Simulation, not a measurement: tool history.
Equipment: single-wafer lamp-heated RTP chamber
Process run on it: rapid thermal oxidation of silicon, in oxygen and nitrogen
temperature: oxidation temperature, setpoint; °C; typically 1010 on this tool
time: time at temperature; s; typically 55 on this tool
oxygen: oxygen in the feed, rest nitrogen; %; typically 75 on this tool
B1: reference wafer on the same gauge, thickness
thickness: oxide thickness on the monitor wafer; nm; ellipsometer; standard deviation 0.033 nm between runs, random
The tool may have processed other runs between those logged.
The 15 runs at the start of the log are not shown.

{"run": 16, "day": 28.304, "temperature": 1010, "time": 41, "oxygen": 69, "B1": 6.149, "thickness": 4.967}
{"run": 17, "day": 36.771, "temperature": 1000, "time": 55, "oxygen": 61, "B1": 6.152, "thickness": 5.025}
{"run": 18, "day": 38.575, "temperature": 993, "time": 32, "oxygen": 93, "B1": 6.139, "thickness": 4.424}
{"run": 19, "day": 40.979, "temperature": 1010, "time": 47, "oxygen": 64, "B1": 6.138, "thickness": 5.174}
{"run": 20, "day": 43.646, "temperature": 987, "time": 31, "oxygen": 98, "B1": 6.14, "thickness": 4.33}
{"day": 44.071, "done": "oxygen flow controller replaced"}
{"run": 21, "day": 45.958, "temperature": 1029, "time": 81, "oxygen": 93, "B1": 6.13, "thickness": 8.682}
{"run": 22, "day": 47.329, "temperature": 1010, "time": 55, "oxygen": 75, "B1": 6.127, "thickness": 5.949}
{"run": 23, "day": 48.746, "temperature": 1010, "time": 41, "oxygen": 69, "B1": 6.141, "thickness": 5.046}
{"run": 24, "day": 50.004, "temperature": 1010, "time": 74, "oxygen": 75, "B1": 6.144, "thickness": 6.739}
{"day": 50.7, "done": "gauge calibrated"}
{"run": 25, "day": 51.583, "temperature": 1010, "time": 55, "oxygen": 75, "B1": 6.127, "thickness": 5.872}
{"day": 53.575, "done": "pyrometer window cleaned and pyrometer calibrated"}
{"run": 26, "day": 53.838, "temperature": 1038, "time": 81, "oxygen": 52, "B1": 6.13, "thickness": 7.299}
{"run": 27, "day": 55.825, "temperature": 1018, "time": 29, "oxygen": 90, "B1": 6.147, "thickness": 4.874}
{"run": 28, "day": 58.442, "temperature": 1010, "time": 66, "oxygen": 95, "B1": 6.127, "thickness": 6.767}
{"run": 29, "day": 59.625, "temperature": 995, "time": 74, "oxygen": 62, "B1": 6.138, "thickness": 5.464}
{"run": 30, "day": 61.671, "temperature": 1010, "time": 55, "oxygen": 75, "B1": 6.148, "thickness": 5.76}
{"run": 31, "day": 63.162, "temperature": 996, "time": 75, "oxygen": 75, "B1": 6.143, "thickness": 5.979}
{"run": 32, "day": 64.583, "temperature": 1010, "time": 55, "oxygen": 75, "B1": 6.13, "thickness": 5.853}
{"run": 33, "day": 66.771, "temperature": 1023, "time": 55, "oxygen": 75, "B1": 6.133, "thickness": 6.383}
{"run": 34, "day": 69.158, "temperature": 994, "time": 55, "oxygen": 60, "B1": 6.128, "thickness": 4.895}
{"run": 35, "day": 70.854, "temperature": 1010, "time": 55, "oxygen": 98, "B1": 6.145, "thickness": 6.432}
{"run": 36, "day": 74.383, "temperature": 1010, "time": 80, "oxygen": 75, "B1": 6.146, "thickness": 6.884}
{"run": 37, "day": 76.142, "temperature": 1010, "time": 55, "oxygen": 91, "B1": 6.141, "thickness": 6.307}
{"run": 38, "day": 78.746, "temperature": 1010, "time": 55, "oxygen": 75, "B1": 6.138, "thickness": 5.885}

Here are 4 independent what-if runs from the current tool condition. What would each one return?
{"run": "A", "day": 78.767, "temperature": 1010, "time": 62, "oxygen": 75, "B1": "?", "thickness": "?"}
{"run": "B", "day": 78.767, "temperature": 1029, "time": 76, "oxygen": 60, "B1": "?", "thickness": "?"}
{"run": "C", "day": 78.767, "temperature": 1030, "time": 77, "oxygen": 75, "B1": "?", "thickness": "?"}
{"run": "D", "day": 78.767, "temperature": 1010, "time": 43, "oxygen": 98, "B1": "?", "thickness": "?"}

run=A B1=6.156 thickness=6.230
run=B B1=6.156 thickness=7.209
run=C B1=6.156 thickness=7.904
run=D B1=6.156 thickness=5.831
The same runs, with their run-to-run variation unchanged, on a tool lacking any hidden condition would have given:
run=A thickness=5.995
run=B thickness=6.942
run=C thickness=7.611
run=D thickness=5.611
